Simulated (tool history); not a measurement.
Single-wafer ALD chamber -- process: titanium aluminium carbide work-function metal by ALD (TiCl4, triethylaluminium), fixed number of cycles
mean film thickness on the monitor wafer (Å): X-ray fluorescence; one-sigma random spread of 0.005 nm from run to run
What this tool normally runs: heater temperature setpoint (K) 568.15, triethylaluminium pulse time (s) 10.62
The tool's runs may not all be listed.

run	hour	heater temperature setpoint (K)	triethylaluminium pulse time (s)	wafers since the last listed run	hours since the last thermocouple change	hours since the last triethylaluminium bottle change	hours since the showerhead was replaced	hours since the gauge calibration	read-back reference wafer on the same gauge, thickness_nm	mean film thickness on the monitor wafer (Å)
1	0.0	561.15	12.67	0	2749.2	1998.2	3532.8	49.6	1.830	18.06
2	34.7	561.15	12.67	459	2783.9	2032.9	3567.5	84.3	1.830	17.82
3	43.5	561.15	12.67	116	2792.7	2041.7	3576.3	93.1	1.830	17.79
4	54.2	557.15	10.62	141	2803.4	2052.4	3587.0	103.8	1.831	16.40
5	65.9	557.15	10.62	154	2815.1	2064.1	3598.7	115.5	1.830	16.25
# hour 78.5: thermocouple changed; heater temperature recalibrated
6	79.0	557.15	10.62	67	0.5	2077.2	3611.8	128.6	1.831	16.21
7	88.6	568.15	10.62	127	10.1	2086.8	3621.4	138.2	1.830	17.05
8	99.3	581.15	12.36	141	20.8	2097.5	3632.1	148.9	1.832	19.30
# hour 110.7: triethylaluminium bottle replaced
9	111.2	568.15	10.62	51	32.7	0.5	3644.0	160.8	1.829	19.81
# hour 111.4: gauge calibrated
10	121.9	574.15	12.54	141	43.4	11.2	3654.7	10.5	1.831	20.82
# hour 138.0: showerhead replaced
11	138.5	578.15	10.62	113	60.0	27.8	0.5	27.1	1.831	20.86
12	150.3	564.15	6.53	156	71.8	39.6	12.3	38.9	1.829	16.85
13	166.5	568.15	10.62	214	88.0	55.8	28.5	55.1	1.829	19.75
14	178.2	560.15	7.49	154	99.7	67.5	40.2	66.8	1.831	17.62

How the hidden state differs across the entries between the runs, from the last listed run before each to the first after it:
From run 5 to run 6: thermocouple changed; heater temperature recalibrated (hour 78.5)
  triethylaluminium dose above that of a fresh bottle (%): -39.5 -> -40
  what was measured, less what the result would be without the hidden state, mean film thickness on the monitor wafer (Å): -2.51 -> -2.59
From run 8 to run 9: triethylaluminium bottle replaced (hour 110.7)
  triethylaluminium dose above that of a fresh bottle (%): -40.8 -> -1.93
  what was measured, less what the result would be without the hidden state, mean film thickness on the monitor wafer (Å): -2.23 -> -0.05
From run 9 to run 10: gauge calibrated (hour 111.4)
  the hidden state is the same at both runs
  what was measured, less what the result would be without the hidden state, mean film thickness on the monitor wafer (Å): -0.05 -> -0.02
From run 10 to run 11: showerhead replaced (hour 138.0)
  the hidden state is the same at both runs
  what was measured, less what the result would be without the hidden state, mean film thickness on the monitor wafer (Å): -0.02 -> -0.05
